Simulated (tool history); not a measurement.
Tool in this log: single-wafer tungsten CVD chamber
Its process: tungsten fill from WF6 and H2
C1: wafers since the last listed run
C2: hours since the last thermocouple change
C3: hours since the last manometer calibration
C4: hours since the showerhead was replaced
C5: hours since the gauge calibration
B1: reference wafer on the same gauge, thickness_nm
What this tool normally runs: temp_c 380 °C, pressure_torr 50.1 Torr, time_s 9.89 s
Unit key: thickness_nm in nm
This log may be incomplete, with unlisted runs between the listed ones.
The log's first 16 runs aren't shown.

{"run": 17, "hour": 704.0, "temp_c": 380, "pressure_torr": 40.5, "time_s": 10.59, "C1": 1714, "C2": 450.5, "C3": 1950.9, "C4": 8326.4, "C5": 248.9, "B1": 25.771, "thickness_nm": 22.69}
{"hour": 728.8, "done": "showerhead replaced"}
{"run": 18, "hour": 743.3, "temp_c": 380, "pressure_torr": 50.1, "time_s": 9.89, "C1": 988, "C2": 489.8, "C3": 1990.2, "C4": 14.5, "C5": 288.2, "B1": 25.804, "thickness_nm": 24.905}
{"hour": 793.7, "done": "capacitance manometer re-zeroed and calibrated"}
{"run": 19, "hour": 794.2, "temp_c": 368, "pressure_torr": 60, "time_s": 11.33, "C1": 1354, "C2": 540.7, "C3": 0.5, "C4": 65.4, "C5": 339.1, "B1": 25.813, "thickness_nm": 23.595}
{"run": 20, "hour": 842.6, "temp_c": 392, "pressure_torr": 50.1, "time_s": 9.89, "C1": 1528, "C2": 589.1, "C3": 48.9, "C4": 113.8, "C5": 387.5, "B1": 25.785, "thickness_nm": 31.766}
{"run": 21, "hour": 879.7, "temp_c": 380, "pressure_torr": 45.8, "time_s": 9.89, "C1": 1171, "C2": 626.2, "C3": 86, "C4": 150.9, "C5": 424.6, "B1": 25.78, "thickness_nm": 23.066}
{"run": 22, "hour": 925.8, "temp_c": 373, "pressure_torr": 58.4, "time_s": 8.25, "C1": 1455, "C2": 672.3, "C3": 132.1, "C4": 197, "C5": 470.7, "B1": 25.789, "thickness_nm": 19.209}
{"run": 23, "hour": 996.9, "temp_c": 390, "pressure_torr": 41.4, "time_s": 9.89, "C1": 2245, "C2": 743.4, "C3": 203.2, "C4": 268.1, "C5": 541.8, "B1": 25.774, "thickness_nm": 26.737}
{"run": 24, "hour": 1038.9, "temp_c": 370, "pressure_torr": 50.1, "time_s": 11.46, "C1": 1326, "C2": 785.4, "C3": 245.2, "C4": 310.1, "C5": 583.8, "B1": 25.794, "thickness_nm": 22.439}
{"run": 25, "hour": 1086.6, "temp_c": 380, "pressure_torr": 45.2, "time_s": 9.89, "C1": 1506, "C2": 833.1, "C3": 292.9, "C4": 357.8, "C5": 631.5, "B1": 25.776, "thickness_nm": 22.531}
{"run": 26, "hour": 1127.4, "temp_c": 388, "pressure_torr": 46.5, "time_s": 9.04, "C1": 1288, "C2": 873.9, "C3": 333.7, "C4": 398.6, "C5": 672.3, "B1": 25.769, "thickness_nm": 25.543}
{"run": 27, "hour": 1155.6, "temp_c": 385, "pressure_torr": 42.3, "time_s": 9.89, "C1": 890, "C2": 902.1, "C3": 361.9, "C4": 426.8, "C5": 700.5, "B1": 25.795, "thickness_nm": 24.168}
{"run": 28, "hour": 1219.7, "temp_c": 380, "pressure_torr": 58.5, "time_s": 8.57, "C1": 2023, "C2": 966.2, "C3": 426, "C4": 490.9, "C5": 764.6, "B1": 25.83, "thickness_nm": 23.479}
{"run": 29, "hour": 1284.9, "temp_c": 374, "pressure_torr": 50.1, "time_s": 8.48, "C1": 2058, "C2": 1031.4, "C3": 491.2, "C4": 556.1, "C5": 829.8, "B1": 25.798, "thickness_nm": 18.258}
{"run": 30, "hour": 1349.2, "temp_c": 380, "pressure_torr": 43.5, "time_s": 9.32, "C1": 2030, "C2": 1095.7, "C3": 555.5, "C4": 620.4, "C5": 894.1, "B1": 25.842, "thickness_nm": 20.973}
{"run": 31, "hour": 1415.9, "temp_c": 390, "pressure_torr": 44.9, "time_s": 8.77, "C1": 2106, "C2": 1162.4, "C3": 622.2, "C4": 687.1, "C5": 960.8, "B1": 25.812, "thickness_nm": 25.276}
{"run": 32, "hour": 1446.4, "temp_c": 380, "pressure_torr": 50.1, "time_s": 9.89, "C1": 963, "C2": 1192.9, "C3": 652.7, "C4": 717.6, "C5": 991.3, "B1": 25.788, "thickness_nm": 24.678}
{"run": 33, "hour": 1531.2, "temp_c": 390, "pressure_torr": 41.4, "time_s": 9.89, "C1": 2677, "C2": 1277.7, "C3": 737.5, "C4": 802.4, "C5": 1076.1, "B1": 25.815, "thickness_nm": 26.748}
{"run": 34, "hour": 1641.3, "temp_c": 380, "pressure_torr": 50.1, "time_s": 10.95, "C1": 3476, "C2": 1387.8, "C3": 847.6, "C4": 912.5, "C5": 1186.2, "B1": 25.798, "thickness_nm": 27.553}
{"run": 35, "hour": 1670.0, "temp_c": 380, "pressure_torr": 43.5, "time_s": 9.32, "C1": 906, "C2": 1416.5, "C3": 876.3, "C4": 941.2, "C5": 1214.9, "B1": 25.825, "thickness_nm": 20.958}

Below are 3 alternative next runs, each starting from the tool's condition after run 35. Predict each:
{"run": "A", "hour": 1670.4, "temp_c": 380, "pressure_torr": 50.1, "time_s": 9.89, "C1": 12, "C2": 1416.9, "C3": 876.7, "C4": 941.6, "C5": 1215.3, "B1": "?", "thickness_nm": "?"}
{"run": "B", "hour": 1670.4, "temp_c": 389, "pressure_torr": 50.1, "time_s": 11.3, "C1": 12, "C2": 1416.9, "C3": 876.7, "C4": 941.6, "C5": 1215.3, "B1": "?", "thickness_nm": "?"}
{"run": "C", "hour": 1670.4, "temp_c": 372, "pressure_torr": 39.2, "time_s": 9.89, "C1": 12, "C2": 1416.9, "C3": 876.7, "C4": 941.6, "C5": 1215.3, "B1": "?", "thickness_nm": "?"}

run=A B1=25.782 thickness_nm=24.806
run=B B1=25.782 thickness_nm=34.752
run=C B1=25.782 thickness_nm=16.934
With the hidden condition removed and each run's random variation left untouched, the same runs would have given:
run=A thickness_nm=24.546
run=B thickness_nm=34.388
run=C thickness_nm=16.75
